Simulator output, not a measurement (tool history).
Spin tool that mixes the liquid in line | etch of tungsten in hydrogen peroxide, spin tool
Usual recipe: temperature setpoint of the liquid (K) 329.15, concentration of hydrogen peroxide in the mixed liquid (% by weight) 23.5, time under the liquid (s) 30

run    hour  temperature setpoint of the liquid (K)  concentration of hydrogen peroxide in the mixed liquid (% by weight)  time under the liquid (s)  read-back film thickness of the tungsten reference wafer, read on the same gauge (nm)  thickness taken off the tungsten on a monitor wafer (Å)
  1     0.0                                  329.15                                                                  23.5                         30                                                                                  99.99                                                    476.2
  2    85.1                                  329.15                                                                  23.5                         30                                                                                  99.98                                                    472.5
  3   125.7                                  329.15                                                                  23.5                         30                                                                                  99.98                                                    471.3
  4   184.3                                  329.15                                                                  23.5                         30                                                                                  99.97                                                    475.1
      186.9  -- peroxide flow meter replaced
  5   286.1                                  329.15                                                                  23.5                         30                                                                                 100.04                                                    487.0
  6   357.5                                  329.15                                                                  23.5                         30                                                                                  99.97                                                    482.5
  7   409.6                                  329.15                                                                  23.5                         30                                                                                  99.97                                                    478.4
  8   475.3                                  329.15                                                                  23.5                         30                                                                                 100.04                                                    479.5
  9   535.2                                  329.15                                                                  23.5                         30                                                                                  99.99                                                    476.5
 10   632.4                                  329.15                                                                  23.5                         20                                                                                 100.01                                                    315.0
 11   685.4                                  329.15                                                                  23.5                         45                                                                                  99.99                                                    716.0
      689.4  -- gauge calibrated
      692.4  -- new drum of peroxide connected
 12   771.2                                  329.15                                                                  18.0                         30                                                                                 100.01                                                    412.6
 13   827.5                                  329.15                                                                  23.5                         40                                                                                  99.98                                                    633.6
 14   932.6                                  338.65                                                                  16.5                         20                                                                                 100.02                                                    453.2
      945.4  -- thermometer replaced
 15  1149.3                                  329.15                                                                  23.5                         30                                                                                 100.02                                                    463.1
     1173.1  -- heated supply line repaired
 16  1202.2                                  329.15                                                                  23.5                         25                                                                                 100.04                                                    406.7
 17  1446.6                                  329.15                                                                  23.5                         40                                                                                 100.01                                                    643.3
 18  1533.4                                  329.15                                                                  23.5                         30                                                                                 100.01                                                    479.4
     1604.4  -- new drum of peroxide connected
 19  1611.3                                  319.65                                                                  19.0                         25                                                                                  99.94                                                    201.6
 20  1684.3                                  329.15                                                                  23.5                         30                                                                                 100.02                                                    478.8
 21  1784.5                                  333.15                                                                  26.0                         15                                                                                 100.00                                                    315.2
     1796.6  -- peroxide flow meter replaced
 22  1883.5                                  324.15                                                                  26.5                         45                                                                                 100.00                                                    575.3
 23  1989.3                                  329.15                                                                  23.5                         30                                                                                 100.01                                                    488.4
 24  2076.7                                  329.15                                                                  23.5                         30                                                                                 100.02                                                    482.8
 25  2118.3                                  329.15                                                                  23.5                         30                                                                                  99.98                                                    481.4
 26  2202.1                                  326.15                                                                  23.5                         30                                                                                 100.05                                                    403.6
 27  2268.3                                  325.15                                                                  26.5                         15                                                                                 100.03                                                    200.4

Each row is a separate what-if for the run after 27, all from the same tool condition, not one after another. Results?
  A  2268.7                                  329.15                                                                  23.5                         30                                                                                      ?                                                        ?
  B  2268.7                                  333.15                                                                  28.0                         15                                                                                      ?                                                        ?
  C  2268.7                                  332.65                                                                  27.0                         20                                                                                      ?                                                        ?

run  read-back film thickness of the tungsten reference wafer, read on the same gauge (nm)  thickness taken off the tungsten on a monitor wafer (Å)
  A                                                                                 100.03                                                    479.7
  B                                                                                 100.03                                                    330.6
  C                                                                                 100.03                                                    420.6
Take away the tool's hidden state, keep each run's random variation, and the runs would have read:
run  thickness taken off the tungsten on a monitor wafer (Å)
  A                                                    500.5
  B                                                    344.8
  C                                                    438.6
